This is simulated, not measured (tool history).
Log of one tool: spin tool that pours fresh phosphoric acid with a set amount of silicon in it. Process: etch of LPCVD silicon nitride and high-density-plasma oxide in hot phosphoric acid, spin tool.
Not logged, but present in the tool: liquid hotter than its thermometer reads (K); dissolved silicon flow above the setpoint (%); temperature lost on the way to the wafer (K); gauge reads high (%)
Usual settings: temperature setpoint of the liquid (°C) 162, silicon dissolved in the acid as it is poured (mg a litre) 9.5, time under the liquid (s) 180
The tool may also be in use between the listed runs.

run,day,temperature setpoint of the liquid (°C),silicon dissolved in the acid as it is poured (mg a litre),time under the liquid (s),wafers since the last listed run,hours since the thermometer was replaced,hours since the dissolved silicon flow meter was replaced,hours since the heated supply line was repaired,hours since the gauge calibration,"read-back film thickness of the LPCVD silicon nitride reference wafer, read on the same gauge (nm)","read-back film thickness of the high-density-plasma oxide reference wafer, read on the same gauge (nm)",thickness taken off the LPCVD silicon nitride on a monitor wafer (nm),thickness taken off the high-density-plasma oxide on a monitor wafer (nm)
1,0,162,4,180,0,1357.3,734.9,807.2,381.4,119.98,29.991,17.47,0.692
# day 1.038: thermometer replaced
2,1.083,162,4,180,256,1.1,760.9,833.2,407.4,119.98,30.039,15.93,0.539
3,1.654,162,9.5,180,140,14.8,774.6,846.9,421.1,119.96,30.046,15.88,0.483
4,2.346,162,9.5,180,170,31.4,791.2,863.5,437.7,119.94,29.986,16,0.483
5,3.796,162,9.5,180,356,66.2,826,898.3,472.5,120.02,29.981,15.9,0.459
# day 3.962: gauge calibrated
6,4.438,161,9.5,180,157,81.6,841.4,913.7,11.4,120.05,30.025,15.17,0.45
7,5.825,162,15,180,341,114.9,874.7,947,44.7,120.04,29.991,15.79,0.408
8,7.254,164,9.5,280,351,149.2,909,981.3,79,120.04,29.984,25.97,0.841
# day 7.654: heated supply line repaired
9,8.471,160,4,180,289,178.4,938.2,19.6,108.2,119.98,29.994,16.18,0.653
10,9.821,164.5,2,180,332,210.8,970.6,52,140.6,120.02,29.999,18.99,0.874
11,10.612,162,9.5,180,194,229.8,989.6,71,159.6,119.97,30.013,17.37,0.619
# day 11.717: dissolved silicon flow meter replaced
12,11.738,160.5,14,180,266,256.8,0.5,98,186.6,119.96,30.03,16.92,0.49
13,12.604,162,9.5,180,213,277.6,21.3,118.8,207.4,119.99,30.018,17.52,0.588
14,13.246,159.5,4,290,157,293,36.7,134.2,222.8,120.03,29.977,26,0.918
15,14.271,160.5,14.5,270,252,317.6,61.3,158.8,247.4,120.01,30.025,24.81,0.768
16,14.833,164,17,180,138,331.1,74.8,172.3,260.9,120,30.015,18.71,0.568
17,15.85,162,9.5,180,250,355.5,99.2,196.7,285.3,119.98,29.986,17.35,0.594
18,17.296,164.5,9.5,275,355,390.2,133.9,231.4,320,119.97,30.035,28.99,1.135
19,18.354,161,7,180,260,415.6,159.3,256.8,345.4,120.02,29.979,16.77,0.604
20,18.979,162,9.5,180,153,430.6,174.3,271.8,360.4,120.02,29.984,17.24,0.64

Consider 5 possible next runs. They are alternatives, not a sequence: every one starts from the tool as it was left by run 20. What does each give?
A,19,162,9.5,180,5,431.1,174.8,272.3,360.9,?,?,?,?
B,19,164,16,90,5,431.1,174.8,272.3,360.9,?,?,?,?
C,19,164,7,180,5,431.1,174.8,272.3,360.9,?,?,?,?
D,19,164.5,9.5,285,5,431.1,174.8,272.3,360.9,?,?,?,?
E,19,162,13,210,5,431.1,174.8,272.3,360.9,?,?,?,?

run,"read-back film thickness of the LPCVD silicon nitride reference wafer, read on the same gauge (nm)","read-back film thickness of the high-density-plasma oxide reference wafer, read on the same gauge (nm)",thickness taken off the LPCVD silicon nitride on a monitor wafer (nm),thickness taken off the high-density-plasma oxide on a monitor wafer (nm)
A,119.99,30.025,17.66,0.582
B,119.99,30.025,9.44,0.289
C,119.99,30.025,18.87,0.711
D,119.99,30.025,30.38,1.106
E,119.99,30.025,20.6,0.627
What these runs would have given with no unlogged condition in the tool:
run,thickness taken off the LPCVD silicon nitride on a monitor wafer (nm),thickness taken off the high-density-plasma oxide on a monitor wafer (nm)
A,17.88,0.598
B,9.55,0.297
C,19.1,0.73
D,30.75,1.136
E,20.86,0.644
